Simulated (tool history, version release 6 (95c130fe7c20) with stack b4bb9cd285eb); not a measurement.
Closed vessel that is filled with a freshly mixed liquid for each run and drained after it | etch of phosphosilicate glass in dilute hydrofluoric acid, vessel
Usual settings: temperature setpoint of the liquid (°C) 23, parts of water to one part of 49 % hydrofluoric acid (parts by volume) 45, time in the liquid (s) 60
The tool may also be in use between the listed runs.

run     day  temperature setpoint of the liquid (°C)  parts of water to one part of 49 % hydrofluoric acid (parts by volume)  time in the liquid (s)  read-back film thickness of the phosphosilicate glass reference wafer, read on the same gauge (nm)  thickness taken off the phosphosilicate glass on a monitor wafer (nm)
  1       0                                       23                                                                      45                      60                                                                                               59.98                                                                  87.51
  2   0.829                                       23                                                                      45                      60                                                                                               59.98                                                                  88.12
  3   1.679                                       23                                                                      45                      60                                                                                               60.01                                                                  87.43
  4   2.375                                       23                                                                      45                      60                                                                                               60.01                                                                  87.75
  5   5.671                                       23                                                                      60                      60                                                                                               60.02                                                                   63.9
  6   7.017                                       23                                                                      60                      60                                                                                                  60                                                                     64
  7   8.054                                       23                                                                      60                      60                                                                                               60.04                                                                  63.48
  8   9.196                                       23                                                                      35                      60                                                                                               60.03                                                                 112.83
  9  12.121                                       23                                                                      45                      60                                                                                               60.01                                                                  86.48
 10  13.154                                       23                                                                      45                      60                                                                                               60.04                                                                  85.68
 11  13.829                                       23                                                                      45                      60                                                                                                  60                                                                  86.31
 12  14.446                                       23                                                                      60                      85                                                                                               59.98                                                                  89.07
 13  15.704                                       20                                                                      45                      85                                                                                               60.01                                                                 107.26
     16.042  -- hydrofluoric acid flow meter replaced
 14  16.438                                       23                                                                      55                      40                                                                                               59.98                                                                  45.93
 15  17.175                                       23                                                                      45                      60                                                                                               60.04                                                                  84.76
     18.017  -- thermometer replaced
     18.283  -- gauge calibrated
 16  19.283                                       23                                                                      30                      60                                                                                               60.01                                                                 136.07
 17  19.925                                       26                                                                      60                      60                                                                                                  60                                                                  73.69
 18  21.354                                       23                                                                      45                      60                                                                                               60.03                                                                  88.08
 19  21.879                                       23                                                                      25                      60                                                                                               60.01                                                                 163.04
 20  23.292                                     21.5                                                                      60                      60                                                                                               59.99                                                                  61.24
 21  24.362                                       23                                                                      45                      60                                                                                               60.04                                                                  87.77
 22  25.725                                       25                                                                      45                      40                                                                                                  60                                                                  63.76
 23  26.925                                       23                                                                      45                      45                                                                                               60.01                                                                  65.29
 24  27.742                                       23                                                                      25                      60                                                                                               60.02                                                                 162.52
 25  28.358                                       27                                                                      45                      60                                                                                               60.01                                                                 102.81
 26  28.933                                       23                                                                      55                      60                                                                                               60.03                                                                  70.71
 27  30.104                                       23                                                                      45                      60                                                                                               60.04                                                                  86.62
 28  31.221                                     18.5                                                                      45                      60                                                                                               59.98                                                                  71.65
 29  32.558                                       26                                                                      30                      60                                                                                               59.98                                                                 150.29
 30  33.412                                       23                                                                      65                      60                                                                                                  60                                                                   58.7
 31  36.017                                       20                                                                      55                      70                                                                                                  60                                                                  71.84

5 ways to go on from here, each from the tool as it stands after run 31. What would each give?
  A  36.046                                       23                                                                      45                      60                                                                                                   ?                                                                      ?
  B  36.046                                       23                                                                      40                      60                                                                                                   ?                                                                      ?
  C  36.046                                     25.5                                                                      45                      60                                                                                                   ?                                                                      ?
  D  36.046                                       18                                                                      30                      35                                                                                                   ?                                                                      ?
  E  36.046                                       23                                                                      35                      90                                                                                                   ?                                                                      ?

run  read-back film thickness of the phosphosilicate glass reference wafer, read on the same gauge (nm)  thickness taken off the phosphosilicate glass on a monitor wafer (nm)
  A                                                                                               60.01                                                                  86.16
  B                                                                                               60.01                                                                  97.55
  C                                                                                               60.01                                                                  95.59
  D                                                                                               60.01                                                                  61.91
  E                                                                                               60.01                                                                  168.3
Without the tool's hidden state the same runs would have given:
run  thickness taken off the phosphosilicate glass on a monitor wafer (nm)
  A                                                                  89.47
  B                                                                 101.31
  C                                                                  99.18
  D                                                                  64.41
  E                                                                 174.81
